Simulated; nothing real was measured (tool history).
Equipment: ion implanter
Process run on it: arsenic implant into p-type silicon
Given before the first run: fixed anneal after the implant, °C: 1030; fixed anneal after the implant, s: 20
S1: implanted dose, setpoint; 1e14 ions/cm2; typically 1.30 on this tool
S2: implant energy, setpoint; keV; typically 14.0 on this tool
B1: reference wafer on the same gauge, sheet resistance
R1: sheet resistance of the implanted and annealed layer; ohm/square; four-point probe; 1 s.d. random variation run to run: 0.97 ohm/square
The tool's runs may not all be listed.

| run | day | S1 | S2 | B1 | R1 |
|---|---|---|---|---|---|
| 1 | 0.000 | 1.03 | 14.0 | 684.07 | 797.58 |
| 2 | 0.271 | 1.03 | 14.0 | 684.04 | 799.89 |
| 3 | 0.783 | 1.03 | 14.0 | 683.84 | 799.59 |
| 4 | 1.233 | 1.30 | 12.5 | 684.03 | 687.72 |
| 5 | 1.567 | 1.30 | 16.0 | 683.87 | 663.29 |
| 6 | 2.262 | 1.30 | 16.0 | 684.27 | 664.36 |
| 7 | 2.700 | 1.30 | 16.0 | 683.97 | 662.98 |
| 8 | 3.346 | 1.30 | 14.0 | 683.92 | 678.52 |
| 9 | 5.108 | 1.30 | 14.0 | 683.85 | 677.49 |
| 10 | 5.408 | 1.30 | 14.0 | 683.67 | 677.73 |
| 11 | 7.025 | 0.97 | 18.0 | 683.79 | 807.92 |
| 12 | 7.304 | 1.45 | 10.5 | 684.01 | 649.71 |
|  | 7.779 | extraction supply calibrated |
|  | 8.300 | gauge calibrated |
|  | 9.483 | Faraday cup replaced and dose calibrated |
| 13 | 9.504 | 1.69 | 14.0 | 683.77 | 530.97 |
| 14 | 9.762 | 1.02 | 9.5 | 683.86 | 813.47 |
| 15 | 10.308 | 1.61 | 14.0 | 683.96 | 550.82 |
| 16 | 11.058 | 1.30 | 14.0 | 684.08 | 647.59 |
| 17 | 11.375 | 1.30 | 14.0 | 683.73 | 645.47 |
| 18 | 12.046 | 1.41 | 17.5 | 684.49 | 590.62 |
| 19 | 12.896 | 1.19 | 15.5 | 684.51 | 681.81 |
| 20 | 13.225 | 1.30 | 14.0 | 683.80 | 647.27 |

Alternative continuations, all from the tool just after run 20; predict every row:
| A | 13.242 | 1.64 | 14.0 | ? | ? |
| B | 13.242 | 1.59 | 17.5 | ? | ? |
| C | 13.242 | 0.94 | 17.5 | ? | ? |

| run | B1 | R1 |
|---|---|---|
| A | 683.93 | 545.31 |
| B | 683.93 | 542.47 |
| C | 683.93 | 794.64 |
With no hidden state in the tool, these same runs would have given:
| run | R1 |
|---|---|
| A | 543.85 |
| B | 541.05 |
| C | 792.68 |
